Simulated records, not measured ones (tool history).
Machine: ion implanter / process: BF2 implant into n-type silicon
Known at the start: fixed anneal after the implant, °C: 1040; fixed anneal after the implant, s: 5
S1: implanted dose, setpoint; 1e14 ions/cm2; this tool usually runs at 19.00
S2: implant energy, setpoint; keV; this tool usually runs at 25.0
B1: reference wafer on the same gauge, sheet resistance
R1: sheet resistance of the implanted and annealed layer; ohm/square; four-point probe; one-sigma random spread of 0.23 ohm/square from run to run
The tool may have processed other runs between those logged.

run,hour,S1,S2,B1,R1
1,0.0,21.43,25.0,175.99,153.34
2,55.5,21.43,25.0,176.03,153.22
3,87.1,21.43,25.0,176.00,153.33
4,120.1,19.00,25.0,176.00,154.34
5,169.2,19.00,25.0,176.03,154.63
6,211.7,19.00,25.0,175.97,155.33
7,258.0,19.00,25.0,176.00,155.28
# hour 289.3: extraction supply calibrated
8,289.8,19.00,25.0,176.00,151.31
9,331.4,19.00,25.0,175.98,151.49
10,395.2,19.00,23.0,176.00,158.06
# hour 446.0: Faraday cup replaced and dose calibrated
11,448.1,14.56,28.5,176.05,146.52
12,501.1,19.00,19.5,175.99,172.53
13,526.3,17.05,29.5,175.98,139.89
14,596.2,17.05,33.5,176.00,131.33
15,628.6,19.00,25.0,176.03,151.36
16,693.3,19.00,33.0,175.97,130.41
# hour 705.7: gauge calibrated
17,724.0,23.17,19.0,175.98,171.38
18,785.4,19.00,31.5,176.00,133.87
19,887.7,19.00,25.0,176.01,151.73
20,940.4,19.00,19.0,175.97,175.26

Alternative continuations, all from the tool just after run 20; predict every row:
A,940.8,19.00,20.0,?,?
B,940.8,24.20,25.0,?,?
C,940.8,22.73,27.5,?,?

run,B1,R1
A,176.03,170.81
B,176.03,149.16
C,176.03,142.35
With no hidden state in the tool, these same runs would have given:
run,R1
A,170.55
B,148.93
C,142.13
